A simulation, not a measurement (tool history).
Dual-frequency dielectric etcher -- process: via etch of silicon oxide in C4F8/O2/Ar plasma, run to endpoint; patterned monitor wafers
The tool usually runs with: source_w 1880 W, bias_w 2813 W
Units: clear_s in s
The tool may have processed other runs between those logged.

| run | hour | source_w | bias_w | wafers since the last listed run | hours since the last wet clean | hours since the last source power generator calibration | hours since the last bias power generator calibration | hours since the last upper electrode change | incoming incoming film thickness, nm | clear_s |
|---|---|---|---|---|---|---|---|---|---|---|
| 1 | 0 | 2240 | 2813 | 0 | 50.3 | 4680.6 | 2863 | 6329 | 1271.7 | 208.1 |
| 2 | 28.8 | 1880 | 2813 | 170 | 79.1 | 4709.4 | 2891.8 | 6357.8 | 1268.8 | 226 |
| 3 | 56.7 | 1880 | 2813 | 164 | 107 | 4737.3 | 2919.7 | 6385.7 | 1262.9 | 224.4 |
| 4 | 92.5 | 1880 | 2813 | 211 | 142.8 | 4773.1 | 2955.5 | 6421.5 | 1266.4 | 225.6 |
| 5 | 241.4 | 1880 | 2813 | 879 | 291.7 | 4922 | 3104.4 | 6570.4 | 1266.7 | 227.4 |
| 6 | 306.5 | 1880 | 2813 | 384 | 356.8 | 4987.1 | 3169.5 | 6635.5 | 1264.6 | 228.3 |
| 7 | 367 | 1880 | 2813 | 357 | 417.3 | 5047.6 | 3230 | 6696 | 1261.9 | 229.1 |
|  | 399 | upper electrode replaced |
| 8 | 437.5 | 1880 | 2813 | 274 | 487.8 | 5118.1 | 3300.5 | 38.5 | 1247.9 | 226.2 |
|  | 455.9 | source power generator calibrated |
|  | 471.2 | wet clean of the chamber |
| 9 | 471.7 | 1560 | 3098 | 87 | 0.5 | 15.8 | 3334.7 | 72.7 | 1267.9 | 222.7 |
| 10 | 528.3 | 2170 | 2472 | 334 | 57.1 | 72.4 | 3391.3 | 129.3 | 1257.1 | 203 |
| 11 | 595.3 | 1410 | 3209 | 395 | 124.1 | 139.4 | 3458.3 | 196.3 | 1262.7 | 230 |
|  | 616.4 | bias power generator calibrated |
|  | 628.4 | wet clean of the chamber, repeated, since the last time left the tool worse |
| 12 | 685.1 | 1880 | 2813 | 435 | 56.7 | 229.2 | 68.7 | 286.1 | 1269 | 223.1 |
| 13 | 752.5 | 2210 | 2813 | 398 | 124.1 | 296.6 | 136.1 | 353.5 | 1267.3 | 206.5 |
| 14 | 778.6 | 1880 | 2813 | 154 | 150.2 | 322.7 | 162.2 | 379.6 | 1264 | 224.7 |
| 15 | 806.2 | 2010 | 2636 | 163 | 177.8 | 350.3 | 189.8 | 407.2 | 1258.4 | 220.2 |

The tool's hidden state at each run:
source power that arrives over what is set, %: 0 across all the runs
bias power that arrives over what is set, %: 0 across all the runs
H1: etch rate over this chamber's usual, %
| run | H1 |
|---|---|
| 1 | -1.05 |
| 2 | -1.23 |
| 3 | -1.41 |
| 4 | -1.63 |
| 5 | -2.57 |
| 6 | -2.98 |
| 7 | -3.36 |
| 8 | -3.8 |
| 9 | 6.89 |
| 10 | 6.54 |
| 11 | 6.12 |
| 12 | -0.608 |
| 13 | -1.03 |
| 14 | -1.2 |
| 15 | -1.37 |
